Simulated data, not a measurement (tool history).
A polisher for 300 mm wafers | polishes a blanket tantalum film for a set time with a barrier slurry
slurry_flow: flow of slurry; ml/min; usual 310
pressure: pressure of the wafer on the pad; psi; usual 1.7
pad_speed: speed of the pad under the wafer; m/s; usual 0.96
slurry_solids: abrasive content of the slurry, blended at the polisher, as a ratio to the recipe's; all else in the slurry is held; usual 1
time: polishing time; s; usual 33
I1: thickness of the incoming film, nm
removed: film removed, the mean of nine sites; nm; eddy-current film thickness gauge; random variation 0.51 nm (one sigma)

{"run": 1, "hour": 0.0, "slurry_flow": 310, "pressure": 1.7, "pad_speed": 0.96, "slurry_solids": 1, "time": 33, "I1": 427.8, "removed": 43.2}
{"run": 2, "hour": 11.7, "slurry_flow": 310, "pressure": 1.7, "pad_speed": 0.96, "slurry_solids": 1, "time": 33, "I1": 432.2, "removed": 41.8}
{"run": 3, "hour": 25.0, "slurry_flow": 310, "pressure": 1.7, "pad_speed": 0.96, "slurry_solids": 1, "time": 33, "I1": 434.1, "removed": 42.1}
{"hour": 35.4, "done": "slurry blender recalibrated"}
{"run": 4, "hour": 35.9, "slurry_flow": 310, "pressure": 1.7, "pad_speed": 0.96, "slurry_solids": 1, "time": 33, "I1": 422.2, "removed": 45.1}
{"run": 5, "hour": 41.3, "slurry_flow": 310, "pressure": 1.7, "pad_speed": 0.96, "slurry_solids": 1, "time": 30, "I1": 432.1, "removed": 41.3}
{"run": 6, "hour": 50.1, "slurry_flow": 310, "pressure": 1.7, "pad_speed": 0.96, "slurry_solids": 1, "time": 30, "I1": 437.3, "removed": 40.7}
{"run": 7, "hour": 61.8, "slurry_flow": 310, "pressure": 1.7, "pad_speed": 0.96, "slurry_solids": 1, "time": 33, "I1": 430.6, "removed": 45.6}
{"run": 8, "hour": 69.7, "slurry_flow": 310, "pressure": 1.7, "pad_speed": 0.96, "slurry_solids": 1, "time": 33, "I1": 424.1, "removed": 45.3}
{"run": 9, "hour": 76.9, "slurry_flow": 410, "pressure": 1.7, "pad_speed": 0.64, "slurry_solids": 0.85, "time": 33, "I1": 432, "removed": 29.7}
{"hour": 89.8, "done": "slurry nozzle cleaned"}
{"run": 10, "hour": 90.3, "slurry_flow": 310, "pressure": 1.7, "pad_speed": 0.96, "slurry_solids": 1, "time": 33, "I1": 437.8, "removed": 44.1}
{"run": 11, "hour": 100.4, "slurry_flow": 310, "pressure": 1.7, "pad_speed": 1.08, "slurry_solids": 1, "time": 24, "I1": 436.5, "removed": 35.1}
{"run": 12, "hour": 107.2, "slurry_flow": 310, "pressure": 2.3, "pad_speed": 0.96, "slurry_solids": 1, "time": 42, "I1": 432.2, "removed": 75.1}
{"run": 13, "hour": 114.8, "slurry_flow": 310, "pressure": 1.7, "pad_speed": 0.96, "slurry_solids": 1, "time": 33, "I1": 425.1, "removed": 42.9}
{"hour": 125.4, "done": "worn pad replaced by a new one"}
{"run": 14, "hour": 125.9, "slurry_flow": 400, "pressure": 2, "pad_speed": 0.96, "slurry_solids": 1.25, "time": 33, "I1": 436.5, "removed": 57.5}
{"run": 15, "hour": 135.4, "slurry_flow": 355, "pressure": 2, "pad_speed": 1.16, "slurry_solids": 1, "time": 40, "I1": 425.6, "removed": 71.7}
{"run": 16, "hour": 148.0, "slurry_flow": 310, "pressure": 1.7, "pad_speed": 0.96, "slurry_solids": 1, "time": 33, "I1": 426.2, "removed": 42}
{"run": 17, "hour": 156.8, "slurry_flow": 355, "pressure": 2, "pad_speed": 1.16, "slurry_solids": 1, "time": 40, "I1": 431.1, "removed": 72}
{"run": 18, "hour": 172.7, "slurry_flow": 310, "pressure": 1.7, "pad_speed": 0.96, "slurry_solids": 1, "time": 33, "I1": 426.8, "removed": 42.2}
{"hour": 180.5, "done": "slurry blender recalibrated"}
{"run": 19, "hour": 186.2, "slurry_flow": 310, "pressure": 1.7, "pad_speed": 0.96, "slurry_solids": 1, "time": 33, "I1": 436.3, "removed": 45.7}
{"run": 20, "hour": 194.3, "slurry_flow": 310, "pressure": 1.7, "pad_speed": 0.96, "slurry_solids": 1, "time": 33, "I1": 424.9, "removed": 45.8}
{"run": 21, "hour": 209.7, "slurry_flow": 260, "pressure": 1.3, "pad_speed": 0.96, "slurry_solids": 1, "time": 33, "I1": 432.3, "removed": 34.1}
{"run": 22, "hour": 221.3, "slurry_flow": 380, "pressure": 1.7, "pad_speed": 0.96, "slurry_solids": 1, "time": 33, "I1": 425.1, "removed": 45.5}
{"run": 23, "hour": 230.1, "slurry_flow": 245, "pressure": 1.7, "pad_speed": 0.96, "slurry_solids": 0.8, "time": 23, "I1": 421.9, "removed": 26.6}
{"run": 24, "hour": 246.1, "slurry_flow": 310, "pressure": 1.1, "pad_speed": 0.96, "slurry_solids": 1, "time": 33, "I1": 423.7, "removed": 28.7}
{"run": 25, "hour": 256.6, "slurry_flow": 310, "pressure": 1.7, "pad_speed": 0.96, "slurry_solids": 1, "time": 33, "I1": 426.5, "removed": 43.8}
{"run": 26, "hour": 301.1, "slurry_flow": 310, "pressure": 1.7, "pad_speed": 0.76, "slurry_solids": 1, "time": 33, "I1": 433.4, "removed": 35.3}
{"run": 27, "hour": 310.3, "slurry_flow": 310, "pressure": 1.7, "pad_speed": 0.8, "slurry_solids": 1.25, "time": 42, "I1": 437.2, "removed": 52.8}
{"hour": 314.8, "done": "worn pad replaced by a new one"}
{"run": 28, "hour": 324.0, "slurry_flow": 370, "pressure": 1.3, "pad_speed": 0.96, "slurry_solids": 1, "time": 33, "I1": 424.3, "removed": 32.8}
{"hour": 335.3, "done": "slurry blender recalibrated"}
{"run": 29, "hour": 339.5, "slurry_flow": 340, "pressure": 2.1, "pad_speed": 1.22, "slurry_solids": 1, "time": 42, "I1": 435.8, "removed": 88.5}
{"run": 30, "hour": 346.4, "slurry_flow": 240, "pressure": 1.7, "pad_speed": 0.96, "slurry_solids": 1, "time": 30, "I1": 428.3, "removed": 40.6}
{"run": 31, "hour": 363.3, "slurry_flow": 310, "pressure": 2.1, "pad_speed": 0.96, "slurry_solids": 1.1, "time": 41, "I1": 432.8, "removed": 71.7}

Forecast each of these 4 alternatives for the next run:
{"run": "A", "hour": 363.7, "slurry_flow": 310, "pressure": 1.7, "pad_speed": 0.96, "slurry_solids": 1, "time": 33, "I1": 429.4, "removed": "?"}
{"run": "B", "hour": 363.7, "slurry_flow": 310, "pressure": 1.4, "pad_speed": 0.7, "slurry_solids": 1, "time": 33, "I1": 429.4, "removed": "?"}
{"run": "C", "hour": 363.7, "slurry_flow": 310, "pressure": 1.7, "pad_speed": 0.96, "slurry_solids": 0.85, "time": 33, "I1": 429.4, "removed": "?"}
{"run": "D", "hour": 363.7, "slurry_flow": 365, "pressure": 1.7, "pad_speed": 0.96, "slurry_solids": 1, "time": 33, "I1": 429.4, "removed": "?"}

run=A removed=45.9
run=B removed=29.5
run=C removed=41.7
run=D removed=46.5
Without the tool's hidden state the same runs would have given:
run=A removed=46.6
run=B removed=30
run=C removed=42.4
run=D removed=47.1

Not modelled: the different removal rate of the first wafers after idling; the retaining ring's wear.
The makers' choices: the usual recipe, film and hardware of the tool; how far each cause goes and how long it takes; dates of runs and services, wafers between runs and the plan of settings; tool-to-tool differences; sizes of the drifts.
